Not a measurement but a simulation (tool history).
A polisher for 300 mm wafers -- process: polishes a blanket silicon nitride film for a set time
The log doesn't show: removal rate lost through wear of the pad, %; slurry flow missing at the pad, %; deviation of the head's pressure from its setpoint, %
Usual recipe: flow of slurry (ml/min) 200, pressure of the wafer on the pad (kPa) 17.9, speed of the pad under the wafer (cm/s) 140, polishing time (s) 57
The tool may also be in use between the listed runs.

| run | hour | flow of slurry (ml/min) | pressure of the wafer on the pad (kPa) | speed of the pad under the wafer (cm/s) | polishing time (s) | wafers since the last listed run | wafers polished on this pad | hours since the slurry nozzle was cleaned | hours since the head pressure was calibrated | incoming thickness of the incoming film, nm | film removed (Å) |
|---|---|---|---|---|---|---|---|---|---|---|---|
| 1 | 0.0 | 200 | 17.9 | 174 | 57 | 0 | 1238 | 246.1 | 943.9 | 474.3 | 1082 |
| 2 | 45.2 | 200 | 17.9 | 140 | 57 | 266 | 1504 | 291.3 | 989.1 | 474.0 | 915 |
|  | 66.0 | worn pad replaced by a new one |
| 3 | 138.9 | 200 | 17.9 | 140 | 57 | 527 | 429 | 385.0 | 1082.8 | 462.8 | 909 |
| 4 | 177.6 | 200 | 17.9 | 140 | 57 | 227 | 656 | 423.7 | 1121.5 | 460.6 | 898 |
| 5 | 232.8 | 200 | 17.9 | 140 | 57 | 324 | 981 | 478.9 | 1176.7 | 468.9 | 917 |
| 6 | 304.9 | 200 | 17.9 | 140 | 57 | 424 | 1406 | 551.0 | 1248.8 | 469.8 | 914 |
|  | 311.9 | worn pad replaced by a new one |
|  | 314.8 | slurry nozzle cleaned |
| 7 | 342.5 | 200 | 17.9 | 140 | 57 | 191 | 174 | 27.7 | 1286.4 | 476.5 | 912 |
| 8 | 432.5 | 175 | 17.9 | 140 | 57 | 529 | 703 | 117.7 | 1376.4 | 469.2 | 904 |
| 9 | 538.3 | 200 | 17.9 | 114 | 57 | 622 | 1326 | 223.5 | 1482.2 | 467.1 | 777 |
|  | 551.1 | worn pad replaced by a new one |
|  | 609.5 | head pressure recalibrated |
| 10 | 631.7 | 200 | 17.9 | 140 | 57 | 514 | 462 | 316.9 | 22.2 | 479.9 | 838 |
| 11 | 713.7 | 200 | 17.9 | 140 | 41 | 482 | 945 | 398.9 | 104.2 | 474.4 | 624 |
|  | 816.3 | worn pad replaced by a new one |
| 12 | 820.0 | 140 | 20.7 | 124 | 74 | 602 | 21 | 505.2 | 210.5 | 463.1 | 1050 |
|  | 838.1 | slurry nozzle cleaned |
| 13 | 882.3 | 230 | 20.0 | 140 | 57 | 360 | 382 | 44.2 | 272.8 | 466.7 | 965 |
| 14 | 989.5 | 200 | 17.9 | 140 | 57 | 630 | 1013 | 151.4 | 380.0 | 466.5 | 871 |
|  | 1028.9 | worn pad replaced by a new one |
| 15 | 1047.4 | 200 | 17.9 | 140 | 57 | 317 | 109 | 209.3 | 437.9 | 465.7 | 873 |
| 16 | 1134.4 | 200 | 17.9 | 98 | 49 | 512 | 621 | 296.3 | 524.9 | 476.5 | 579 |
| 17 | 1205.1 | 155 | 17.9 | 140 | 48 | 416 | 1037 | 367.0 | 595.6 | 470.2 | 722 |

Each row is a separate what-if for the run after 17, all from the same tool condition, not one after another. Results?
| A | 1205.5 | 200 | 17.9 | 160 | 57 | 2 | 1039 | 367.4 | 596.0 | 468.2 | ? |
| B | 1205.5 | 140 | 20.7 | 140 | 57 | 2 | 1039 | 367.4 | 596.0 | 468.2 | ? |
| C | 1205.5 | 200 | 17.9 | 96 | 57 | 2 | 1039 | 367.4 | 596.0 | 468.2 | ? |
| D | 1205.5 | 200 | 17.9 | 156 | 63 | 2 | 1039 | 367.4 | 596.0 | 468.2 | ? |
| E | 1205.5 | 240 | 17.9 | 140 | 57 | 2 | 1039 | 367.4 | 596.0 | 468.2 | ? |

| run | film removed (Å) |
|---|---|
| A | 976 |
| B | 899 |
| C | 649 |
| D | 1057 |
| E | 898 |
With the hidden condition removed and each run's random variation left untouched, the same runs would have given:
| run | film removed (Å) |
|---|---|
| A | 932 |
| B | 859 |
| C | 620 |
| D | 1010 |
| E | 858 |
